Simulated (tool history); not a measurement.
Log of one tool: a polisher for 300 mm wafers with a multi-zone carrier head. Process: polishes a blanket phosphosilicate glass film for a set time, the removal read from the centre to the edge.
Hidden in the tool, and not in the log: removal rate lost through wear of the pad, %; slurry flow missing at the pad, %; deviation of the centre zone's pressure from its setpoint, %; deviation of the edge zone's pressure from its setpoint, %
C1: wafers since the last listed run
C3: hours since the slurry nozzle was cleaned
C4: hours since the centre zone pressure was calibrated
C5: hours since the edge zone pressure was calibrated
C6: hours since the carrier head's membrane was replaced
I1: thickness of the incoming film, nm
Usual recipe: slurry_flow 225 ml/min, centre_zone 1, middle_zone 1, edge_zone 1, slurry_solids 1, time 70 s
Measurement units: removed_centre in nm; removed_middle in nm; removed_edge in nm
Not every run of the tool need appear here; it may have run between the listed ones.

run 1 hour=0 | slurry_flow=225 centre_zone=1 middle_zone=1.07 edge_zone=1 slurry_solids=1 time=70 | C1=0 wafers_polished_on_this_pad=193 C3=141.5 C4=775.9 C5=293.9 C6=1628.7 | I1=2915.1 | removed_centre=954 removed_middle=931.9 removed_edge=860.1
run 2 hour=10.9 | slurry_flow=225 centre_zone=1 middle_zone=1.07 edge_zone=1 slurry_solids=1 time=70 | C1=52 wafers_polished_on_this_pad=246 C3=152.4 C4=786.8 C5=304.8 C6=1639.6 | I1=2898.8 | removed_centre=966.7 removed_middle=969.9 removed_edge=865.7
run 3 hour=18.5 | slurry_flow=225 centre_zone=1 middle_zone=0.95 edge_zone=1 slurry_solids=1 time=70 | C1=36 wafers_polished_on_this_pad=283 C3=160 C4=794.4 C5=312.4 C6=1647.2 | I1=2855.5 | removed_centre=944.7 removed_middle=877.1 removed_edge=872.7
run 4 hour=32.4 | slurry_flow=225 centre_zone=1 middle_zone=0.95 edge_zone=1 slurry_solids=1 time=70 | C1=67 wafers_polished_on_this_pad=350 C3=173.9 C4=808.3 C5=326.3 C6=1661.1 | I1=2886.6 | removed_centre=967.2 removed_middle=869.6 removed_edge=892.8
run 5 hour=42.3 | slurry_flow=225 centre_zone=1 middle_zone=1 edge_zone=1 slurry_solids=1 time=63 | C1=48 wafers_polished_on_this_pad=398 C3=183.8 C4=818.2 C5=336.2 C6=1671 | I1=2897.4 | removed_centre=867.6 removed_middle=821.5 removed_edge=798.7
run 6 hour=48.7 | slurry_flow=225 centre_zone=1 middle_zone=1 edge_zone=1 slurry_solids=1 time=70 | C1=31 wafers_polished_on_this_pad=429 C3=190.2 C4=824.6 C5=342.6 C6=1677.4 | I1=2899.5 | removed_centre=950.8 removed_middle=908.5 removed_edge=861.3
-- hour=65.6 carrier head's membrane replaced by a new one
run 7 hour=66.1 | slurry_flow=225 centre_zone=1 middle_zone=1 edge_zone=1 slurry_solids=1 time=70 | C1=60 wafers_polished_on_this_pad=490 C3=207.6 C4=842 C5=360 C6=0.5 | I1=2813.5 | removed_centre=960.5 removed_middle=911.8 removed_edge=855.7
run 8 hour=74.7 | slurry_flow=225 centre_zone=1 middle_zone=1 edge_zone=1 slurry_solids=1 time=70 | C1=41 wafers_polished_on_this_pad=531 C3=216.2 C4=850.6 C5=368.6 C6=9.1 | I1=2882.7 | removed_centre=966.1 removed_middle=894.1 removed_edge=851.7
-- hour=79 centre zone pressure recalibrated
run 9 hour=84.9 | slurry_flow=225 centre_zone=1 middle_zone=1 edge_zone=1 slurry_solids=1 time=70 | C1=39 wafers_polished_on_this_pad=571 C3=226.4 C4=5.9 C5=378.8 C6=19.3 | I1=2820 | removed_centre=862 removed_middle=900.4 removed_edge=861
-- hour=98 edge zone pressure recalibrated
-- hour=101.1 worn pad replaced by a new one
run 10 hour=101.6 | slurry_flow=225 centre_zone=1 middle_zone=1 edge_zone=1 slurry_solids=1 time=70 | C1=56 wafers_polished_on_this_pad=2 C3=243.1 C4=22.6 C5=3.6 C6=36 | I1=2911.2 | removed_centre=884.6 removed_middle=911.2 removed_edge=849.4
run 11 hour=105.6 | slurry_flow=225 centre_zone=1 middle_zone=1 edge_zone=1 slurry_solids=1 time=70 | C1=19 wafers_polished_on_this_pad=21 C3=247.1 C4=26.6 C5=7.6 C6=40 | I1=2867 | removed_centre=876.5 removed_middle=900.9 removed_edge=869.2
run 12 hour=113.6 | slurry_flow=300 centre_zone=1 middle_zone=0.91 edge_zone=1 slurry_solids=1 time=70 | C1=38 wafers_polished_on_this_pad=60 C3=255.1 C4=34.6 C5=15.6 C6=48 | I1=2877.7 | removed_centre=907.4 removed_middle=858.9 removed_edge=887
run 13 hour=124.8 | slurry_flow=225 centre_zone=1 middle_zone=1 edge_zone=1 slurry_solids=1 time=70 | C1=54 wafers_polished_on_this_pad=115 C3=266.3 C4=45.8 C5=26.8 C6=59.2 | I1=2841.6 | removed_centre=873.4 removed_middle=907.8 removed_edge=857.2
run 14 hour=136.3 | slurry_flow=225 centre_zone=1 middle_zone=1 edge_zone=1 slurry_solids=1 time=76 | C1=55 wafers_polished_on_this_pad=170 C3=277.8 C4=57.3 C5=38.3 C6=70.7 | I1=2883.7 | removed_centre=965.7 removed_middle=979 removed_edge=928
-- hour=137.5 slurry nozzle cleaned
run 15 hour=142.6 | slurry_flow=160 centre_zone=0.96 middle_zone=0.89 edge_zone=1 slurry_solids=1 time=70 | C1=25 wafers_polished_on_this_pad=196 C3=5.1 C4=63.6 C5=44.6 C6=77 | I1=2868.7 | removed_centre=832.7 removed_middle=793.9 removed_edge=847.8
run 16 hour=154.9 | slurry_flow=225 centre_zone=1 middle_zone=0.9 edge_zone=0.92 slurry_solids=1.1 time=70 | C1=59 wafers_polished_on_this_pad=256 C3=17.4 C4=75.9 C5=56.9 C6=89.3 | I1=2891.4 | removed_centre=931.9 removed_middle=868.9 removed_edge=853.3
run 17 hour=165.9 | slurry_flow=225 centre_zone=1 middle_zone=1 edge_zone=1 slurry_solids=1 time=70 | C1=53 wafers_polished_on_this_pad=309 C3=28.4 C4=86.9 C5=67.9 C6=100.3 | I1=2910.1 | removed_centre=897.2 removed_middle=904.9 removed_edge=861.9
run 18 hour=172.2 | slurry_flow=300 centre_zone=0.89 middle_zone=0.94 edge_zone=1 slurry_solids=0.7 time=70 | C1=30 wafers_polished_on_this_pad=340 C3=34.7 C4=93.2 C5=74.2 C6=106.6 | I1=2869.9 | removed_centre=697.9 removed_middle=749.9 removed_edge=749.8
run 19 hour=178.4 | slurry_flow=150 centre_zone=0.97 middle_zone=1 edge_zone=0.92 slurry_solids=1 time=70 | C1=30 wafers_polished_on_this_pad=370 C3=40.9 C4=99.4 C5=80.4 C6=112.8 | I1=2827.6 | removed_centre=852.1 removed_middle=882.1 removed_edge=795.2
run 20 hour=185 | slurry_flow=225 centre_zone=1 middle_zone=1 edge_zone=1.12 slurry_solids=1.25 time=48 | C1=32 wafers_polished_on_this_pad=402 C3=47.5 C4=106 C5=87 C6=119.4 | I1=2855.1 | removed_centre=676.1 removed_middle=675.2 removed_edge=688
run 21 hour=199.7 | slurry_flow=225 centre_zone=1.11 middle_zone=0.96 edge_zone=1 slurry_solids=1 time=53 | C1=71 wafers_polished_on_this_pad=473 C3=62.2 C4=120.7 C5=101.7 C6=134.1 | I1=2851.2 | removed_centre=756.2 removed_middle=641 removed_edge=657.4
run 22 hour=217.5 | slurry_flow=155 centre_zone=1.09 middle_zone=1 edge_zone=1 slurry_solids=1 time=70 | C1=86 wafers_polished_on_this_pad=560 C3=80 C4=138.5 C5=119.5 C6=151.9 | I1=2857.5 | removed_centre=956.8 removed_middle=868 removed_edge=853.3

Each row is a separate what-if for the run after 22, all from the same tool condition, not one after another. Results?
run A hour=218 | slurry_flow=225 centre_zone=1 middle_zone=1 edge_zone=1 slurry_solids=0.75 time=70 | C1=2 wafers_polished_on_this_pad=562 C3=80.5 C4=139 C5=120 C6=152.4 | I1=2879.1 | removed_centre=? removed_middle=? removed_edge=?
run B hour=218 | slurry_flow=225 centre_zone=1 middle_zone=0.94 edge_zone=0.95 slurry_solids=0.8 time=70 | C1=2 wafers_polished_on_this_pad=562 C3=80.5 C4=139 C5=120 C6=152.4 | I1=2879.1 | removed_centre=? removed_middle=? removed_edge=?
run C hour=218 | slurry_flow=185 centre_zone=1 middle_zone=1 edge_zone=1 slurry_solids=1 time=70 | C1=2 wafers_polished_on_this_pad=562 C3=80.5 C4=139 C5=120 C6=152.4 | I1=2879.1 | removed_centre=? removed_middle=? removed_edge=?
run D hour=218 | slurry_flow=270 centre_zone=0.95 middle_zone=1 edge_zone=1 slurry_solids=1 time=70 | C1=2 wafers_polished_on_this_pad=562 C3=80.5 C4=139 C5=120 C6=152.4 | I1=2879.1 | removed_centre=? removed_middle=? removed_edge=?

run=A removed_centre=818.4 removed_middle=788 removed_edge=773.3
run=B removed_centre=842.7 removed_middle=770.7 removed_edge=778
run=C removed_centre=909.2 removed_middle=877.4 removed_edge=865.4
run=D removed_centre=899.2 removed_middle=910.2 removed_edge=889.2
The same runs, with their run-to-run variation unchanged, on a tool lacking any hidden condition would have given:
run=A removed_centre=770.4 removed_middle=788.3 removed_edge=773.3
run=B removed_centre=793.3 removed_middle=771 removed_edge=778
run=C removed_centre=855.9 removed_middle=877.7 removed_edge=865.4
run=D removed_centre=846.3 removed_middle=910.4 removed_edge=889.2
